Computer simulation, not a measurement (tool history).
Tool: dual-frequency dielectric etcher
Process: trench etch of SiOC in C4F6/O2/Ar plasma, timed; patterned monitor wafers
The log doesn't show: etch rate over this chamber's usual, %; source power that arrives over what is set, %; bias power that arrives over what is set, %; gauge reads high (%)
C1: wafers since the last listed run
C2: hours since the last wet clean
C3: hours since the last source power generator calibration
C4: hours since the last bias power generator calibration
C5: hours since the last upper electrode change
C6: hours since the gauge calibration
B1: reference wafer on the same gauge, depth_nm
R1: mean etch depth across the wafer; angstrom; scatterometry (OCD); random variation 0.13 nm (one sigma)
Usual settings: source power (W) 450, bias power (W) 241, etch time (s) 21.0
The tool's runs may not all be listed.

Run 1, hour 0.0: usual settings; C1 0; C2 234.9; C3 1416.4; C4 3712.8; C5 1273.1; C6 588.8; B1 43.0. Result: R1 487 angstrom.
Run 2, hour 26.1: usual settings; C1 403; C2 261.0; C3 1442.5; C4 3738.9; C5 1299.2; C6 614.9; B1 43.0. Result: R1 487 angstrom.
Run 3, hour 55.7: usual settings; C1 458; C2 290.6; C3 1472.1; C4 3768.5; C5 1328.8; C6 644.5; B1 43.0. Result: R1 488 angstrom.
Run 4, hour 101.1: usual settings; C1 702; C2 336.0; C3 1517.5; C4 3813.9; C5 1374.2; C6 689.9; B1 43.0. Result: R1 490 angstrom.
At hour 156.9: gauge calibrated.
Run 5, hour 161.1: usual settings; C1 928; C2 396.0; C3 1577.5; C4 3873.9; C5 1434.2; C6 4.2; B1 43.0. Result: R1 490 angstrom.
Run 6, hour 229.3: usual settings; C1 1055; C2 464.2; C3 1645.7; C4 3942.1; C5 1502.4; C6 72.4; B1 43.0. Result: R1 490 angstrom.
Run 7, hour 255.0: usual settings; C1 397; C2 489.9; C3 1671.4; C4 3967.8; C5 1528.1; C6 98.1; B1 43.0. Result: R1 491 angstrom.
Run 8, hour 293.5: usual settings but bias power (W) 222; C1 595; C2 528.4; C3 1709.9; C4 4006.3; C5 1566.6; C6 136.6; B1 43.0. Result: R1 477 angstrom.
At hour 338.3: wet clean of the chamber.
Run 9, hour 338.8: usual settings but bias power (W) 222; C1 329; C2 0.5; C3 1755.2; C4 4051.6; C5 1611.9; C6 181.9; B1 43.0. Result: R1 468 angstrom.
Run 10, hour 382.2: usual settings; C1 671; C2 43.9; C3 1798.6; C4 4095.0; C5 1655.3; C6 225.3; B1 43.0. Result: R1 483 angstrom.
Run 11, hour 444.9: usual settings; C1 970; C2 106.6; C3 1861.3; C4 4157.7; C5 1718.0; C6 288.0; B1 43.0. Result: R1 481 angstrom.
Run 12, hour 499.1: usual settings; C1 838; C2 160.8; C3 1915.5; C4 4211.9; C5 1772.2; C6 342.2; B1 43.0. Result: R1 482 angstrom.
Run 13, hour 526.7: usual settings; C1 427; C2 188.4; C3 1943.1; C4 4239.5; C5 1799.8; C6 369.8; B1 43.0. Result: R1 483 angstrom.
Run 14, hour 652.7: usual settings; C1 1949; C2 314.4; C3 2069.1; C4 4365.5; C5 1925.8; C6 495.8; B1 43.0. Result: R1 486 angstrom.
Run 15, hour 683.1: usual settings; C1 470; C2 344.8; C3 2099.5; C4 4395.9; C5 1956.2; C6 526.2; B1 43.0. Result: R1 485 angstrom.
Run 16, hour 722.7: usual settings but source power (W) 390, bias power (W) 206, etch time (s) 27.0; C1 612; C2 384.4; C3 2139.1; C4 4435.5; C5 1995.8; C6 565.8; B1 43.0. Result: R1 559 angstrom.
Run 17, hour 777.2: usual settings but source power (W) 500, bias power (W) 182, etch time (s) 26.5; C1 843; C2 438.9; C3 2193.6; C4 4490.0; C5 2050.3; C6 620.3; B1 43.0. Result: R1 588 angstrom.
Run 18, hour 815.9: usual settings but source power (W) 390, bias power (W) 291, etch time (s) 15.5; C1 598; C2 477.6; C3 2232.3; C4 4528.7; C5 2089.0; C6 659.0; B1 43.0. Result: R1 361 angstrom.
Run 19, hour 840.0: usual settings but bias power (W) 217, etch time (s) 19.0; C1 372; C2 501.7; C3 2256.4; C4 4552.8; C5 2113.1; C6 683.1; B1 43.0. Result: R1 428 angstrom.
At hour 849.6: gauge calibrated.
At hour 868.1: wet clean of the chamber.
At hour 922.8: upper electrode replaced.
Run 20, hour 923.3: usual settings; C1 546; C2 55.2; C3 2339.7; C4 4636.1; C5 0.5; C6 73.7; B1 43.0. Result: R1 480 angstrom.
Run 21, hour 942.6: usual settings but bias power (W) 217, etch time (s) 19.0; C1 298; C2 74.5; C3 2359.0; C4 4655.4; C5 19.8; C6 93.0; B1 43.0. Result: R1 420 angstrom.
At hour 984.6: bias power generator calibrated.
At hour 1035.1: source power generator calibrated.
Run 22, hour 1067.1: usual settings but bias power (W) 188, etch time (s) 16.5; C1 1802; C2 199.0; C3 32.0; C4 82.5; C5 144.3; C6 217.5; B1 43.0. Result: R1 357 angstrom.
Run 23, hour 1116.0: usual settings but source power (W) 420, bias power (W) 296, etch time (s) 18.5; C1 756; C2 247.9; C3 80.9; C4 131.4; C5 193.2; C6 266.4; B1 43.0. Result: R1 453 angstrom.
Run 24, hour 1168.4: usual settings but source power (W) 350, bias power (W) 223; C1 810; C2 300.3; C3 133.3; C4 183.8; C5 245.6; C6 318.8; B1 42.9. Result: R1 432 angstrom.
Run 25, hour 1198.6: usual settings but source power (W) 380, bias power (W) 291, etch time (s) 16.0; C1 467; C2 330.5; C3 163.5; C4 214.0; C5 275.8; C6 349.0; B1 43.0. Result: R1 373 angstrom.
Run 26, hour 1227.3: usual settings but source power (W) 520, bias power (W) 206, etch time (s) 26.5; C1 444; C2 359.2; C3 192.2; C4 242.7; C5 304.5; C6 377.7; B1 43.0. Result: R1 632 angstrom.
Run 27, hour 1298.0: usual settings but source power (W) 490, etch time (s) 19.0; C1 1094; C2 429.9; C3 262.9; C4 313.4; C5 375.2; C6 448.4; B1 43.0. Result: R1 465 angstrom.
Run 28, hour 1367.0: usual settings but source power (W) 350, bias power (W) 194, etch time (s) 15.5; C1 1067; C2 498.9; C3 331.9; C4 382.4; C5 444.2; C6 517.4; B1 43.0. Result: R1 308 angstrom.
Run 29, hour 1431.3: usual settings; C1 994; C2 563.2; C3 396.2; C4 446.7; C5 508.5; C6 581.7; B1 43.0. Result: R1 499 angstrom.

What the log doesn't show, run by run:
bias power that arrives over what is set, %: 0 in every run
gauge reads high (%): 0 in every run
H1: etch rate over this chamber's usual, %
H2: source power that arrives over what is set, %
run       H1      H2
  1    0.892   -2.14
  2    0.996    -2.2
  3     1.11   -2.27
  4      1.3   -2.37
  5     1.53    -2.5
  6     1.81   -2.65
  7     1.91   -2.71
  8     2.06   -2.79
  9  -0.0747   -2.89
 10   0.0986   -2.99
 11    0.349   -3.12
 12    0.565   -3.24
 13    0.675    -3.3
 14     1.18   -3.58
 15      1.3   -3.65
 16     1.46   -3.74
 17     1.68   -3.86
 18     1.83   -3.94
 19     1.93   -3.99
 20    0.418   -4.18
 21    0.495   -4.22
 22    0.992  -0.166
 23     1.19  -0.274
 24      1.4  -0.389
 25     1.52  -0.456
 26     1.63  -0.519
 27     1.91  -0.675
 28     2.19  -0.827
 29     2.45  -0.968

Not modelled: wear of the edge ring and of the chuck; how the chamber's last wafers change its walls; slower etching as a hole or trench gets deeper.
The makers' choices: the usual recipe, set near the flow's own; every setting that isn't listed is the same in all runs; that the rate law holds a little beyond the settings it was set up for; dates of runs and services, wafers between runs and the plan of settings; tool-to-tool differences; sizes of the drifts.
